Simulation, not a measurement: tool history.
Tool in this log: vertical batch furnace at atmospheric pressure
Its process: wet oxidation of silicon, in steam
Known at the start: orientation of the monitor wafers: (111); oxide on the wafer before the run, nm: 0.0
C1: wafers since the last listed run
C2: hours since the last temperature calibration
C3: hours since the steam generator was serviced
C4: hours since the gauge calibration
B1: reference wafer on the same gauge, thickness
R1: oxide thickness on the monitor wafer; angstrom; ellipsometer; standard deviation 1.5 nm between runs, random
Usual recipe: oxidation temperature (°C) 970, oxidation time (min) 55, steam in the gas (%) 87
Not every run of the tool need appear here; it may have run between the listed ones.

Run 1, hour 0: usual settings but steam in the gas (%) 96; C1 0; C2 1432.2; C3 697.5; C4 141.1; B1 356.91. Result: R1 3687.5 angstrom.
Run 2, hour 30.5: usual settings but oxidation time (min) 64; C1 690; C2 1462.7; C3 728; C4 171.6; B1 357.51. Result: R1 3817.7 angstrom.
Run 3, hour 107.2: usual settings but oxidation time (min) 64; C1 1735; C2 1539.4; C3 804.7; C4 248.3; B1 357.46. Result: R1 3816.5 angstrom.
Run 4, hour 135.7: usual settings but oxidation time (min) 64; C1 644; C2 1567.9; C3 833.2; C4 276.8; B1 356.69. Result: R1 3822.7 angstrom.
Run 5, hour 148.8: usual settings but oxidation temperature (°C) 982, steam in the gas (%) 92; C1 296; C2 1581; C3 846.3; C4 289.9; B1 357.74. Result: R1 3884.7 angstrom.
Run 6, hour 178: usual settings but oxidation temperature (°C) 982, steam in the gas (%) 92; C1 660; C2 1610.2; C3 875.5; C4 319.1; B1 357.27. Result: R1 3905.8 angstrom.
Run 7, hour 209.9: usual settings but oxidation temperature (°C) 982, steam in the gas (%) 92; C1 721; C2 1642.1; C3 907.4; C4 351; B1 356.98. Result: R1 3898.9 angstrom.
Run 8, hour 229.3: usual settings; C1 438; C2 1661.5; C3 926.8; C4 370.4; B1 356.85. Result: R1 3460.6 angstrom.
Run 9, hour 245.1: usual settings; C1 357; C2 1677.3; C3 942.6; C4 386.2; B1 357.42. Result: R1 3437.8 angstrom.
Run 10, hour 268.3: usual settings; C1 524; C2 1700.5; C3 965.8; C4 409.4; B1 357.7. Result: R1 3447.9 angstrom.
Run 11, hour 297: usual settings; C1 649; C2 1729.2; C3 994.5; C4 438.1; B1 357.72. Result: R1 3438.2 angstrom.
Run 12, hour 329.9: usual settings but steam in the gas (%) 94; C1 744; C2 1762.1; C3 1027.4; C4 471; B1 357.21. Result: R1 3650.2 angstrom.
Run 13, hour 355.7: usual settings; C1 583; C2 1787.9; C3 1053.2; C4 496.8; B1 356.5. Result: R1 3438.4 angstrom.
Run 14, hour 377.5: usual settings but oxidation temperature (°C) 952, oxidation time (min) 41; C1 493; C2 1809.7; C3 1075; C4 518.6; B1 357.44. Result: R1 2424.1 angstrom.
Run 15, hour 406.3: usual settings but oxidation time (min) 77.5, steam in the gas (%) 90; C1 651; C2 1838.5; C3 1103.8; C4 547.4; B1 356.73. Result: R1 4427.2 angstrom.
Run 16, hour 510: usual settings but oxidation temperature (°C) 993, steam in the gas (%) 93; C1 2346; C2 1942.2; C3 1207.5; C4 651.1; B1 356.65. Result: R1 4195.9 angstrom.
At hour 536: gauge calibrated.
Run 17, hour 537.2: usual settings but oxidation time (min) 62.5; C1 615; C2 1969.4; C3 1234.7; C4 1.2; B1 357.62. Result: R1 3757.3 angstrom.
At hour 567.4: steam generator serviced.
Run 18, hour 567.9: usual settings but oxidation temperature (°C) 991, steam in the gas (%) 97; C1 151; C2 2000.1; C3 0.5; C4 31.9; B1 356.9. Result: R1 4272.5 angstrom.
Run 19, hour 594.5: usual settings but oxidation temperature (°C) 959, oxidation time (min) 35, steam in the gas (%) 81; C1 601; C2 2026.7; C3 27.1; C4 58.5; B1 357.66. Result: R1 2190.1 angstrom.
At hour 630.2: thermocouples replaced and temperature profile calibrated.
Run 20, hour 630.7: usual settings but oxidation temperature (°C) 984, steam in the gas (%) 92; C1 276; C2 0.5; C3 63.3; C4 94.7; B1 357.45. Result: R1 3953.5 angstrom.
Run 21, hour 650.2: usual settings but oxidation temperature (°C) 953, oxidation time (min) 69, steam in the gas (%) 80; C1 441; C2 20; C3 82.8; C4 114.2; B1 356.25. Result: R1 3361.7 angstrom.
Run 22, hour 680.4: usual settings but steam in the gas (%) 81; C1 683; C2 50.2; C3 113; C4 144.4; B1 357.96. Result: R1 3279.1 angstrom.
Run 23, hour 697.5: usual settings but oxidation temperature (°C) 954; C1 386; C2 67.3; C3 130.1; C4 161.5; B1 356.76. Result: R1 3047.1 angstrom.
Run 24, hour 723.4: usual settings but oxidation temperature (°C) 954, oxidation time (min) 30, steam in the gas (%) 81; C1 585; C2 93.2; C3 156; C4 187.4; B1 357.07. Result: R1 1874.7 angstrom.
Run 25, hour 767.1: usual settings; C1 988; C2 136.9; C3 199.7; C4 231.1; B1 356.8. Result: R1 3455.6 angstrom.
Run 26, hour 781.4: usual settings but steam in the gas (%) 81; C1 323; C2 151.2; C3 214; C4 245.4; B1 357.09. Result: R1 3288 angstrom.
Run 27, hour 813.7: usual settings but oxidation time (min) 45.5; C1 730; C2 183.5; C3 246.3; C4 277.7; B1 356.44. Result: R1 3031.5 angstrom.
Run 28, hour 841: usual settings but oxidation temperature (°C) 991, oxidation time (min) 72, steam in the gas (%) 78; C1 617; C2 210.8; C3 273.6; C4 305; B1 357.05. Result: R1 4421.4 angstrom.
Run 29, hour 875.7: usual settings but oxidation temperature (°C) 978, oxidation time (min) 69, steam in the gas (%) 94; C1 785; C2 245.5; C3 308.3; C4 339.7; B1 356.71. Result: R1 4467.1 angstrom.
Run 30, hour 889: usual settings but oxidation temperature (°C) 960, oxidation time (min) 29, steam in the gas (%) 92; C1 300; C2 258.8; C3 321.6; C4 353; B1 357.17. Result: R1 2125.4 angstrom.
Run 31, hour 910.6: usual settings but oxidation temperature (°C) 962, oxidation time (min) 62.5, steam in the gas (%) 80; C1 488; C2 280.4; C3 343.2; C4 374.6; B1 356.3. Result: R1 3359.8 angstrom.
Run 32, hour 932.3: usual settings; C1 490; C2 302.1; C3 364.9; C4 396.3; B1 357.06. Result: R1 3468.4 angstrom.
Run 33, hour 960.3: usual settings but oxidation time (min) 69.5; C1 633; C2 330.1; C3 392.9; C4 424.3; B1 356.83. Result: R1 4016.2 angstrom.
Run 34, hour 983: usual settings but oxidation temperature (°C) 995, steam in the gas (%) 78; C1 513; C2 352.8; C3 415.6; C4 447; B1 357.04. Result: R1 3791.9 angstrom.
Run 35, hour 1008.5: usual settings but oxidation temperature (°C) 994, oxidation time (min) 40.5, steam in the gas (%) 90; C1 576; C2 378.3; C3 441.1; C4 472.5; B1 356.32. Result: R1 3361.9 angstrom.
Run 36, hour 1040.6: usual settings but oxidation time (min) 32.5; C1 726; C2 410.4; C3 473.2; C4 504.6; B1 356.9. Result: R1 2398.6 angstrom.
Run 37, hour 1054.2: usual settings; C1 307; C2 424; C3 486.8; C4 518.2; B1 356.55. Result: R1 3459.6 angstrom.

Give the tool's hidden conditions for every run:
true tube temperature minus thermocouple reading, K: 0 at every run
steam share off its setpoint, % of the setpoint: 0 at every run
gauge reads high (%): 0 at every run
